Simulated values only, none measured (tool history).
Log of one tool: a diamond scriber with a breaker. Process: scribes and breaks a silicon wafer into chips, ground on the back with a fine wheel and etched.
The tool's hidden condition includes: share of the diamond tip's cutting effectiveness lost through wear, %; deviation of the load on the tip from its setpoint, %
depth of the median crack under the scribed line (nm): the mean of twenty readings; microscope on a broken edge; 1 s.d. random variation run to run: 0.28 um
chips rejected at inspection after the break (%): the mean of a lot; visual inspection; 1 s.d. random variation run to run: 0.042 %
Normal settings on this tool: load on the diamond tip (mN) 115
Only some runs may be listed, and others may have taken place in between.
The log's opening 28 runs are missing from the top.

run    hour  load on the diamond tip (mN)  wafers since the last listed run  hours since the diamond tip was replaced  hours since the load on the tip was calibrated  incoming depth of the damage left on the back of the incoming wafer, um  depth of the median crack under the scribed line (nm)  chips rejected at inspection after the break (%)
 29  1950.6                           115                               101                                     685.9                                           894.3                                                                     0.43                                                  13490                                             10.58
 30  2034.2                           141                               176                                     769.5                                           977.9                                                                     0.45                                                  14590                                              4.76
 31  2119.5                           128                               180                                     854.8                                          1063.2                                                                     0.54                                                  13880                                              7.36
     2261.9  -- load on the tip recalibrated
     2275.1  -- diamond tip replaced by a new one
 32  2350.4                           104                               479                                      75.3                                            88.5                                                                     0.67                                                  15380                                              2.66
 33  2441.5                            93                               192                                     166.4                                           179.6                                                                     0.44                                                  13980                                              7.13
 34  2487.3                           142                                96                                     212.2                                           225.4                                                                      0.7                                                  16030                                              1.16
 35  2526.4                           115                                82                                     251.3                                           264.5                                                                     0.47                                                  15070                                              3.85
 36    2584                            85                               121                                     308.9                                           322.1                                                                      0.5                                                  12870                                              13.5
 37  2738.3                           125                               325                                     463.2                                           476.4                                                                     0.38                                                  14500                                              4.38
 38  2804.8                           146                               140                                     529.7                                           542.9                                                                     0.61                                                  15890                                              1.67
 39    2878                           105                               154                                     602.9                                           616.1                                                                     0.73                                                  13550                                             10.87
 40  2918.3                            86                                85                                     643.2                                           656.4                                                                     0.79                                                  12210                                             18.81

Branching from run 40: 5 alternative next runs. What would each branch give?
  A  2918.9                           115                                 1                                     643.8                                             657                                                                     0.78                                                      ?                                                 ?
  B  2918.9                            99                                 1                                     643.8                                             657                                                                     0.78                                                      ?                                                 ?
  C  2918.9                           126                                 1                                     643.8                                             657                                                                     0.78                                                      ?                                                 ?
  D  2918.9                            82                                 1                                     643.8                                             657                                                                     0.78                                                      ?                                                 ?
  E  2918.9                           137                                 1                                     643.8                                             657                                                                     0.78                                                      ?                                                 ?

run  depth of the median crack under the scribed line (nm)  chips rejected at inspection after the break (%)
  A                                                  14080                                              8.58
  B                                                  13210                                             14.43
  C                                                  14660                                              5.67
  D                                                  12260                                             22.95
  E                                                  15230                                              3.55
What these runs would have given with no unlogged condition in the tool:
run  depth of the median crack under the scribed line (nm)  chips rejected at inspection after the break (%)
  A                                                  16800                                              1.22
  B                                                  15760                                               2.2
  C                                                  17490                                              1.61
  D                                                  14630                                              5.78
  E                                                  18160                                              2.71
